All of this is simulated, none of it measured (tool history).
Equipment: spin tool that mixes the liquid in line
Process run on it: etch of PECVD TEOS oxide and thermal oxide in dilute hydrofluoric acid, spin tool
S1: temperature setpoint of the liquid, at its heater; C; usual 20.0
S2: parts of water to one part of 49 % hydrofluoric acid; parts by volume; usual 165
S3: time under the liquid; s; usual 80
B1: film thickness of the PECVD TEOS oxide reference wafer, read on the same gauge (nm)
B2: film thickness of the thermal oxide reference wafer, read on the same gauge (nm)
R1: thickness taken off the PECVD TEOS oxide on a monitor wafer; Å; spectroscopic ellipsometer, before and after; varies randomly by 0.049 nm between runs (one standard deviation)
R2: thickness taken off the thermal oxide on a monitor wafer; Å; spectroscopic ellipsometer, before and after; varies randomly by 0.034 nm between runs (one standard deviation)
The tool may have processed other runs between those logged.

Run 1, hour 0.0: usual settings but S1 17.0 C, S2 220 parts by volume; B1 60.00; B2 70.035. Result: R1 36.4 Å, R2 12.61 Å.
Run 2, hour 9.8: usual settings; B1 60.00; B2 70.032. Result: R1 57.3 Å, R2 19.96 Å.
Run 3, hour 24.3: usual settings; B1 60.00; B2 69.929. Result: R1 57.7 Å, R2 19.90 Å.
Run 4, hour 41.3: usual settings; B1 59.99; B2 70.041. Result: R1 57.0 Å, R2 19.61 Å.
Run 5, hour 52.5: usual settings; B1 59.98; B2 70.048. Result: R1 58.3 Å, R2 19.95 Å.
At hour 57.1: gauge calibrated.
Run 6, hour 60.3: usual settings; B1 60.01; B2 70.010. Result: R1 57.4 Å, R2 20.63 Å.
Run 7, hour 69.6: usual settings; B1 59.99; B2 70.030. Result: R1 58.0 Å, R2 19.96 Å.
Run 8, hour 85.0: usual settings but S1 24.0 C; B1 60.03; B2 70.047. Result: R1 68.8 Å, R2 23.61 Å.
Run 9, hour 102.9: usual settings but S1 18.0 C, S3 60 s; B1 60.01; B2 70.019. Result: R1 40.3 Å, R2 13.84 Å.
Run 10, hour 113.9: usual settings; B1 59.99; B2 69.998. Result: R1 59.3 Å, R2 19.91 Å.
Run 11, hour 129.7: usual settings but S1 18.0 C, S3 60 s; B1 59.99; B2 70.020. Result: R1 39.7 Å, R2 14.09 Å.
Run 12, hour 145.3: usual settings but S1 18.5 C, S2 190 parts by volume; B1 60.00; B2 69.972. Result: R1 48.1 Å, R2 16.53 Å.
At hour 149.8: thermometer replaced.
Run 13, hour 162.7: usual settings but S2 125 parts by volume, S3 55 s; B1 59.98; B2 70.005. Result: R1 56.3 Å, R2 19.39 Å.
At hour 168.9: hydrofluoric acid flow meter replaced.
Run 14, hour 169.4: usual settings but S1 17.5 C, S2 200 parts by volume, S3 55 s; B1 59.99; B2 70.002. Result: R1 26.2 Å, R2 9.03 Å.
Run 15, hour 182.2: usual settings but S1 24.0 C, S2 225 parts by volume, S3 115 s; B1 59.96; B2 69.977. Result: R1 60.2 Å, R2 20.62 Å.
Run 16, hour 197.1: usual settings; B1 60.01; B2 69.961. Result: R1 53.1 Å, R2 19.05 Å.
Run 17, hour 219.5: usual settings; B1 59.98; B2 69.968. Result: R1 52.8 Å, R2 17.85 Å.
Run 18, hour 265.2: usual settings but S2 245 parts by volume; B1 59.98; B2 69.988. Result: R1 33.5 Å, R2 11.44 Å.
Run 19, hour 278.3: usual settings; B1 59.97; B2 70.009. Result: R1 53.4 Å, R2 18.60 Å.
Run 20, hour 294.9: usual settings but S1 17.0 C, S2 220 parts by volume; B1 60.03; B2 70.033. Result: R1 34.3 Å, R2 11.49 Å.
Run 21, hour 303.4: usual settings but S1 17.0 C, S2 190 parts by volume, S3 110 s; B1 60.02; B2 70.031. Result: R1 55.6 Å, R2 19.42 Å.
Run 22, hour 311.5: usual settings but S1 24.5 C, S2 140 parts by volume, S3 65 s; B1 60.00; B2 70.003. Result: R1 63.7 Å, R2 21.94 Å.
Run 23, hour 321.7: usual settings but S1 17.0 C, S2 190 parts by volume, S3 115 s; B1 60.00; B2 70.013. Result: R1 59.5 Å, R2 20.45 Å.
Run 24, hour 337.6: usual settings but S1 18.0 C, S2 125 parts by volume; B1 60.02; B2 70.025. Result: R1 67.5 Å, R2 23.43 Å.
Run 25, hour 350.9: usual settings but S1 17.0 C; B1 60.02; B2 69.956. Result: R1 48.0 Å, R2 16.74 Å.
Run 26, hour 366.7: usual settings but S1 17.0 C, S2 195 parts by volume, S3 100 s; B1 60.03; B2 69.965. Result: R1 49.8 Å, R2 17.59 Å.

What if the next run were any one of these 4? Each begins from the tool's condition after run 26:
Run A, hour 367.1: usual settings; B1 ?; B2 ?. Result: R1 ?, R2 ?.
Run B, hour 367.1: usual settings but S1 18.5 C, S2 230 parts by volume, S3 95 s; B1 ?; B2 ?. Result: R1 ?, R2 ?.
Run C, hour 367.1: usual settings but S1 18.0 C, S2 205 parts by volume, S3 125 s; B1 ?; B2 ?. Result: R1 ?, R2 ?.
Run D, hour 367.1: usual settings but S2 130 parts by volume; B1 ?; B2 ?. Result: R1 ?, R2 ?.

run     B1      B2    R1     R2
  A  60.02  70.064  54.7  18.63
  B  60.02  70.064  41.3  14.08
  C  60.02  70.064  61.2  20.85
  D  60.02  70.064  71.9  24.49
Had the tool no hidden state, the same runs would have come out as:
run    R1     R2
  A  51.8  17.65
  B  39.1  13.32
  C  57.9  19.73
  D  68.2  23.24
